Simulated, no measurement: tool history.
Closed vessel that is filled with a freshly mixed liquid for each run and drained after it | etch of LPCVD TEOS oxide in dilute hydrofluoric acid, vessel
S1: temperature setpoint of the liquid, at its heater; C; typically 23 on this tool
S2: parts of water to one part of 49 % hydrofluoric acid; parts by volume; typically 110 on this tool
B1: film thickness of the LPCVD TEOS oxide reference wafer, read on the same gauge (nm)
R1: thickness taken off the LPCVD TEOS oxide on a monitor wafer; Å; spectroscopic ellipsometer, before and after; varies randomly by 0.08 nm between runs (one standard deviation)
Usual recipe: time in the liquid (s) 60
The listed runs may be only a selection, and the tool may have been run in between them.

{"run": 1, "hour": 0.0, "S1": 23, "S2": 135, "time in the liquid (s)": 60, "B1": 69.98, "R1": 117.8}
{"run": 2, "hour": 48.2, "S1": 23, "S2": 135, "time in the liquid (s)": 60, "B1": 70.01, "R1": 119.3}
{"run": 3, "hour": 203.5, "S1": 23, "S2": 110, "time in the liquid (s)": 60, "B1": 69.98, "R1": 153.6}
{"run": 4, "hour": 264.7, "S1": 23, "S2": 110, "time in the liquid (s)": 60, "B1": 70.01, "R1": 150.7}
{"run": 5, "hour": 318.6, "S1": 24.5, "S2": 110, "time in the liquid (s)": 60, "B1": 69.99, "R1": 162.2}
{"run": 6, "hour": 386.6, "S1": 23, "S2": 110, "time in the liquid (s)": 60, "B1": 70.02, "R1": 153.1}
{"run": 7, "hour": 447.4, "S1": 23, "S2": 75, "time in the liquid (s)": 60, "B1": 69.99, "R1": 236.6}
{"run": 8, "hour": 501.2, "S1": 23, "S2": 75, "time in the liquid (s)": 60, "B1": 69.99, "R1": 236.7}
{"run": 9, "hour": 554.8, "S1": 23, "S2": 110, "time in the liquid (s)": 60, "B1": 69.95, "R1": 153.8}
{"run": 10, "hour": 621.7, "S1": 23, "S2": 110, "time in the liquid (s)": 60, "B1": 69.97, "R1": 154.8}
{"run": 11, "hour": 725.6, "S1": 23, "S2": 110, "time in the liquid (s)": 60, "B1": 69.98, "R1": 154.8}
{"run": 12, "hour": 819.1, "S1": 23, "S2": 130, "time in the liquid (s)": 60, "B1": 69.98, "R1": 128.3}
{"run": 13, "hour": 857.4, "S1": 23, "S2": 110, "time in the liquid (s)": 60, "B1": 69.98, "R1": 157.6}
{"run": 14, "hour": 914.9, "S1": 23, "S2": 55, "time in the liquid (s)": 30, "B1": 70.01, "R1": 168.3}
{"run": 15, "hour": 978.1, "S1": 23, "S2": 135, "time in the liquid (s)": 60, "B1": 69.99, "R1": 123.8}
{"run": 16, "hour": 1015.8, "S1": 18, "S2": 135, "time in the liquid (s)": 90, "B1": 70, "R1": 153.6}
{"run": 17, "hour": 1073.3, "S1": 23, "S2": 110, "time in the liquid (s)": 60, "B1": 69.99, "R1": 157.6}
{"hour": 1113.1, "done": "thermometer replaced"}
{"run": 18, "hour": 1161.5, "S1": 19, "S2": 65, "time in the liquid (s)": 50, "B1": 70, "R1": 186.4}
{"run": 19, "hour": 1237.0, "S1": 23, "S2": 70, "time in the liquid (s)": 85, "B1": 69.95, "R1": 345.6}
{"hour": 1399.7, "done": "gauge calibrated"}
{"run": 20, "hour": 1438.4, "S1": 25, "S2": 140, "time in the liquid (s)": 75, "B1": 69.99, "R1": 153.5}
{"run": 21, "hour": 1484.9, "S1": 23, "S2": 110, "time in the liquid (s)": 60, "B1": 70.01, "R1": 149.1}
{"run": 22, "hour": 1564.4, "S1": 23, "S2": 110, "time in the liquid (s)": 60, "B1": 69.95, "R1": 149.1}
{"hour": 1586.5, "done": "hydrofluoric acid flow meter replaced"}
{"run": 23, "hour": 1604.3, "S1": 23, "S2": 110, "time in the liquid (s)": 85, "B1": 69.98, "R1": 213.7}
{"run": 24, "hour": 1667.1, "S1": 26.5, "S2": 110, "time in the liquid (s)": 60, "B1": 70, "R1": 172.2}
{"run": 25, "hour": 1725.2, "S1": 23, "S2": 110, "time in the liquid (s)": 60, "B1": 70, "R1": 151.6}
{"run": 26, "hour": 1908.2, "S1": 23, "S2": 110, "time in the liquid (s)": 60, "B1": 69.98, "R1": 153.6}
{"run": 27, "hour": 2152.5, "S1": 23, "S2": 110, "time in the liquid (s)": 60, "B1": 70, "R1": 154.1}
{"run": 28, "hour": 2212.5, "S1": 27, "S2": 90, "time in the liquid (s)": 90, "B1": 70.04, "R1": 336.1}
{"run": 29, "hour": 2315.6, "S1": 23, "S2": 110, "time in the liquid (s)": 60, "B1": 70.01, "R1": 156.1}
{"run": 30, "hour": 2507.6, "S1": 23, "S2": 65, "time in the liquid (s)": 30, "B1": 70.03, "R1": 139.8}
{"run": 31, "hour": 2590.1, "S1": 26.5, "S2": 160, "time in the liquid (s)": 80, "B1": 70, "R1": 153.4}
{"run": 32, "hour": 2676.7, "S1": 24.5, "S2": 110, "time in the liquid (s)": 40, "B1": 69.99, "R1": 110.5}

Results per run with the tool's hidden condition removed, run-to-run variation unchanged:
Hidden state present: liquid hotter than its thermometer reads (K); hydrofluoric acid flow above the setpoint (%); gauge reads high (%).
run=1 R1=113.8
run=2 R1=115
run=3 R1=147.1
run=4 R1=143.9
run=5 R1=154.7
run=6 R1=145.5
run=7 R1=224
run=8 R1=223.6
run=9 R1=145.2
run=10 R1=145.7
run=11 R1=145.1
run=12 R1=119.9
run=13 R1=147
run=14 R1=156.2
run=15 R1=115.1
run=16 R1=142.1
run=17 R1=145.8
run=18 R1=182.6
run=19 R1=337.8
run=20 R1=149
run=21 R1=144.4
run=22 R1=143.9
run=23 R1=206
run=24 R1=165.7
run=25 R1=145.3
run=26 R1=146.2
run=27 R1=145.3
run=28 R1=316.6
run=29 R1=146.3
run=30 R1=129.7
run=31 R1=142.9
run=32 R1=102.2
